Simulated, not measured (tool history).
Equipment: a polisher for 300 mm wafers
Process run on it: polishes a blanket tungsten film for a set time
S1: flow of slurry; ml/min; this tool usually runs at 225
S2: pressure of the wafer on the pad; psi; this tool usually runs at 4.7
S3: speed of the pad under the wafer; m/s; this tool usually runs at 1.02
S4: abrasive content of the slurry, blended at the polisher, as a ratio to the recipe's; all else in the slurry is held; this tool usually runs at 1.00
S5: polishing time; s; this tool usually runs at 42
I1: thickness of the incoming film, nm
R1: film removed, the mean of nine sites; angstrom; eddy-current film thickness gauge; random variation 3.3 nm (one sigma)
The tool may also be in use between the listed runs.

Run 1, hour 0.0: usual settings but S3 1.24 m/s; I1 1480.4. Result: R1 2938 angstrom.
Run 2, hour 13.6: usual settings but S3 1.30 m/s; I1 1506.8. Result: R1 3107 angstrom.
Run 3, hour 27.7: usual settings but S3 1.30 m/s; I1 1460.0. Result: R1 3102 angstrom.
Run 4, hour 38.5: usual settings but S1 185 ml/min, S4 0.75; I1 1462.4. Result: R1 2310 angstrom.
At hour 50.2: worn pad replaced by a new one, of another model than before.
Run 5, hour 50.7: usual settings but S2 3.7 psi, S4 0.70; I1 1506.4. Result: R1 2246 angstrom.
Run 6, hour 59.8: usual settings but S3 1.18 m/s; I1 1487.1. Result: R1 2931 angstrom.
Run 7, hour 67.2: usual settings; I1 1465.0. Result: R1 2625 angstrom.
Run 8, hour 74.5: usual settings but S3 0.68 m/s, S4 0.90; I1 1479.3. Result: R1 1925 angstrom.
Run 9, hour 84.6: usual settings but S2 5.9 psi, S3 0.86 m/s, S5 47 s; I1 1471.7. Result: R1 2862 angstrom.
At hour 95.9: slurry tank refilled with fresh slurry and peroxide.
Run 10, hour 100.3: usual settings but S1 180 ml/min, S2 3.6 psi; I1 1472.4. Result: R1 2326 angstrom.
Run 11, hour 116.0: usual settings but S3 0.76 m/s; I1 1494.4. Result: R1 2113 angstrom.
Run 12, hour 127.0: usual settings but S3 1.30 m/s; I1 1473.7. Result: R1 3134 angstrom.
Run 13, hour 143.3: usual settings but S1 280 ml/min, S4 1.10; I1 1494.9. Result: R1 2666 angstrom.
At hour 167.7: worn pad replaced by a new one.
Run 14, hour 178.9: usual settings but S1 275 ml/min, S2 6.1 psi, S4 0.80, S5 49 s; I1 1466.0. Result: R1 3400 angstrom.
Run 15, hour 185.1: usual settings but S2 4.3 psi, S5 34 s; I1 1499.5. Result: R1 1973 angstrom.
At hour 190.8: head pressure recalibrated.
At hour 192.0: slurry tank refilled with fresh slurry and peroxide.
Run 16, hour 195.1: usual settings but S1 200 ml/min, S2 5.7 psi, S3 0.68 m/s; I1 1488.9. Result: R1 2263 angstrom.
Run 17, hour 208.0: usual settings but S2 6.1 psi, S3 0.80 m/s; I1 1495.2. Result: R1 2732 angstrom.
Run 18, hour 223.2: usual settings but S2 4.1 psi, S5 50 s; I1 1495.1. Result: R1 3106 angstrom.
At hour 236.5: slurry nozzle cleaned.
Run 19, hour 237.8: usual settings; I1 1450.5. Result: R1 2787 angstrom.
Run 20, hour 250.6: usual settings; I1 1476.7. Result: R1 2757 angstrom.
Run 21, hour 261.5: usual settings but S4 0.80; I1 1495.0. Result: R1 2698 angstrom.
Run 22, hour 277.3: usual settings but S5 31 s; I1 1506.6. Result: R1 2045 angstrom.
At hour 282.1: worn pad replaced by a new one.
At hour 288.5: slurry blender recalibrated.
Run 23, hour 289.0: usual settings; I1 1465.3. Result: R1 2842 angstrom.
At hour 297.5: slurry tank refilled with fresh slurry and peroxide.
Run 24, hour 303.6: usual settings but S3 0.84 m/s, S5 49 s; I1 1480.3. Result: R1 2826 angstrom.
Run 25, hour 311.1: usual settings but S2 3.7 psi, S3 1.32 m/s; I1 1483.0. Result: R1 3060 angstrom.

Hidden state, per run?
removal rate lost through wear of the pad, %: 0 across all the runs
slurry flow missing at the pad, %: 0 across all the runs
abrasive missing from the slurry, %: 0 across all the runs
peroxide lost from the slurry, %: 0 across all the runs
H1: deviation of the head's pressure from its setpoint, %
run      H1
  1   -13.3
  2   -13.5
  3   -13.6
  4   -13.7
  5   -13.8
  6   -13.9
  7   -13.9
  8     -14
  9   -14.1
 10   -14.2
 11   -14.4
 12   -14.5
 13   -14.6
 14   -14.9
 15     -15
 16  -0.853
 17  -0.969
 18   -1.11
 19   -1.24
 20   -1.35
 21   -1.45
 22   -1.59
 23    -1.7
 24   -1.83
 25   -1.89
